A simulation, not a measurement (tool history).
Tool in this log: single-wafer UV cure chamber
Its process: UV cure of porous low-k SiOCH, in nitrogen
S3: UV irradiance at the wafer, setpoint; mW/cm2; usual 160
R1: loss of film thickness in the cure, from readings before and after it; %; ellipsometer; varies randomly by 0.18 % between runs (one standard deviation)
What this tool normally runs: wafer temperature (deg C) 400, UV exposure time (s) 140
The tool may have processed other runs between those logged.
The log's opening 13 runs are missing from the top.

{"run": 14, "hour": 1161.5, "wafer temperature (deg C)": 400, "UV exposure time (s)": 140, "S3": 160, "R1": 9.128}
{"run": 15, "hour": 1249.8, "wafer temperature (deg C)": 400, "UV exposure time (s)": 140, "S3": 160, "R1": 9.312}
{"run": 16, "hour": 1297.0, "wafer temperature (deg C)": 400, "UV exposure time (s)": 140, "S3": 160, "R1": 9.27}
{"run": 17, "hour": 1371.2, "wafer temperature (deg C)": 400, "UV exposure time (s)": 140, "S3": 160, "R1": 8.986}
{"run": 18, "hour": 1457.1, "wafer temperature (deg C)": 411, "UV exposure time (s)": 140, "S3": 160, "R1": 8.932}
{"hour": 1503.6, "done": "quartz window cleaned"}
{"run": 19, "hour": 1546.3, "wafer temperature (deg C)": 400, "UV exposure time (s)": 140, "S3": 160, "R1": 8.863}
{"run": 20, "hour": 1644.5, "wafer temperature (deg C)": 400, "UV exposure time (s)": 140, "S3": 139, "R1": 7.816}
{"hour": 1721.5, "done": "UV bulbs replaced"}
{"run": 21, "hour": 1722.0, "wafer temperature (deg C)": 390, "UV exposure time (s)": 115, "S3": 186, "R1": 10.028}
{"run": 22, "hour": 1786.9, "wafer temperature (deg C)": 408, "UV exposure time (s)": 215, "S3": 197, "R1": 13.268}
{"run": 23, "hour": 1886.5, "wafer temperature (deg C)": 415, "UV exposure time (s)": 140, "S3": 185, "R1": 10.93}
{"run": 24, "hour": 1925.6, "wafer temperature (deg C)": 386, "UV exposure time (s)": 225, "S3": 136, "R1": 11.258}
{"run": 25, "hour": 1984.8, "wafer temperature (deg C)": 386, "UV exposure time (s)": 225, "S3": 136, "R1": 11.556}
{"run": 26, "hour": 2048.2, "wafer temperature (deg C)": 400, "UV exposure time (s)": 140, "S3": 160, "R1": 10.394}

Forecast run 27:
{"hour": 2145.8, "done": "quartz window cleaned"}
{"run": 27, "hour": 2153.3, "wafer temperature (deg C)": 387, "UV exposure time (s)": 105, "S3": 121, "R1": "?"}

R1: 7.838 %
Without the tool's hidden state the same run would have given R1 7.962 %.
